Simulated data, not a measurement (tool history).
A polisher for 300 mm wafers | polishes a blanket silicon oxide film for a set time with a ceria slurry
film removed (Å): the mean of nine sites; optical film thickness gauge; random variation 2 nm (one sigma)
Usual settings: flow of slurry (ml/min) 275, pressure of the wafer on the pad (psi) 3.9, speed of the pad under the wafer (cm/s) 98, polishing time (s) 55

run	hour	flow of slurry (ml/min)	pressure of the wafer on the pad (psi)	speed of the pad under the wafer (cm/s)	polishing time (s)	wafers since the last listed run	wafers polished on this pad	hours since the slurry nozzle was cleaned	hours since the head pressure was calibrated	incoming thickness of the incoming film, nm	film removed (Å)
1	0.0	275	3.9	98	69	0	1383	180.3	442.6	925.2	3902
2	84.8	275	3.9	98	69	1107	2491	265.1	527.4	934.0	3927
3	143.6	275	3.9	98	55	767	3259	323.9	586.2	917.4	3063
4	212.5	275	3.9	98	55	899	4159	392.8	655.1	929.1	3043
5	277.1	275	3.9	98	55	843	5002	457.4	719.7	925.7	3063
6	333.9	275	3.9	98	55	741	5744	514.2	776.5	911.3	3041
# hour 373.8: slurry nozzle cleaned
7	397.7	275	3.9	98	41	820	6564	23.9	840.3	903.9	2295
8	458.8	275	3.9	98	41	797	7362	85.0	901.4	922.8	2304
9	519.8	275	3.9	98	41	796	8159	146.0	962.4	910.8	2287
10	567.2	275	3.9	98	49	619	8778	193.4	1009.8	908.5	2718
# hour 599.2: head pressure recalibrated
# hour 612.6: worn pad replaced by a new one
11	670.6	275	3.9	98	49	1272	756	296.8	71.4	908.5	2794
12	733.5	275	3.4	98	55	821	1578	359.7	134.3	923.8	2739
13	812.1	275	3.9	98	55	1026	2604	438.3	212.9	927.3	3115
14	886.8	275	3.9	98	55	975	3580	513.0	287.6	899.5	3127
15	935.7	275	3.9	98	55	638	4219	561.9	336.5	907.3	3078
# hour 999.4: slurry nozzle cleaned
16	1027.6	230	4.3	114	41	1187	5406	28.2	428.4	929.8	2986
17	1094.2	320	2.9	118	36	869	6276	94.8	495.0	936.1	1856
18	1138.2	275	3.9	98	55	574	6850	138.8	539.0	922.0	3113
19	1228.9	355	3.9	98	46	1184	8035	229.5	629.7	924.1	2652
# hour 1278.9: worn pad replaced by a new one
20	1332.3	275	3.9	98	55	1298	697	332.9	733.1	920.8	3089
21	1382.0	275	3.9	98	55	649	1347	382.6	782.8	918.0	3085
22	1461.1	365	4.6	76	62	1033	2380	461.7	861.9	912.5	3195
23	1518.6	320	3.9	110	55	750	3131	519.2	919.4	918.8	3432
24	1560.4	195	2.9	98	40	545	3677	561.0	961.2	914.8	1587
25	1659.6	275	2.8	98	70	1295	4972	660.2	1060.4	920.7	2706
# hour 1669.6: slurry nozzle cleaned
26	1736.9	340	5.0	72	68	996	5969	67.3	1137.7	929.2	3546
27	1812.5	185	5.1	112	62	987	6956	142.9	1213.3	916.7	4948
# hour 1836.7: head pressure recalibrated
# hour 1913.8: worn pad replaced by a new one
28	1990.1	275	3.9	98	55	2241	996	320.5	153.4	926.1	3103
29	2070.0	195	3.9	98	55	1043	2039	400.4	233.3	910.3	3017
30	2174.3	275	4.5	98	69	1362	3401	504.7	337.6	918.5	4461
31	2269.9	325	3.1	74	67	1248	4650	600.3	433.2	907.1	2235
32	2355.1	275	3.9	98	55	1112	5763	685.5	518.4	907.5	3003
# hour 2367.1: slurry nozzle cleaned
33	2443.0	275	3.9	98	55	1134	6898	75.9	606.3	915.5	3120
34	2535.7	300	3.4	110	65	1210	8108	168.6	699.0	930.4	3599
# hour 2562.7: worn pad replaced by a new one
35	2575.4	200	3.9	118	70	466	165	208.3	738.7	926.6	4645
36	2667.4	310	3.2	128	71	1201	1367	300.3	830.7	919.0	4265
37	2746.9	225	3.9	98	55	1038	2405	379.8	910.2	938.9	2999

Some steps in film removed (Å) between neighbouring runs. How much of each would the tool show without its hidden state too (settings, what came in, random variation), and how much is left for the hidden state, with any gauge scatter that isn't in both results?
The hidden state here: removal rate lost through wear of the pad, %; slurry flow missing at the pad, %; deviation of the head's pressure from its setpoint, %.
Run 6 -> 7: polishing time (s) 55 -> 41, slurry nozzle cleaned. film removed (Å) -746: hidden state +94, all else -840.
Run 23 -> 24: flow of slurry (ml/min) 320 -> 195, pressure of the wafer on the pad (psi) 3.9 -> 2.9, speed of the pad under the wafer (cm/s) 110 -> 98, polishing time (s) 55 -> 40. film removed (Å) -1845: hidden state +68, all else -1913.
Run 26 -> 27: flow of slurry (ml/min) 340 -> 185, pressure of the wafer on the pad (psi) 5.0 -> 5.1, speed of the pad under the wafer (cm/s) 72 -> 112, polishing time (s) 68 -> 62. film removed (Å) +1402: hidden state -109, all else +1511.
Run 27 -> 28: flow of slurry (ml/min) 185 -> 275, pressure of the wafer on the pad (psi) 5.1 -> 3.9, speed of the pad under the wafer (cm/s) 112 -> 98, polishing time (s) 62 -> 55, head pressure recalibrated, worn pad replaced by a new one. film removed (Å) -1845: hidden state +196, all else -2041.
Run 30 -> 31: flow of slurry (ml/min) 275 -> 325, pressure of the wafer on the pad (psi) 4.5 -> 3.1, speed of the pad under the wafer (cm/s) 98 -> 74, polishing time (s) 69 -> 67. film removed (Å) -2226: hidden state +59, all else -2285.
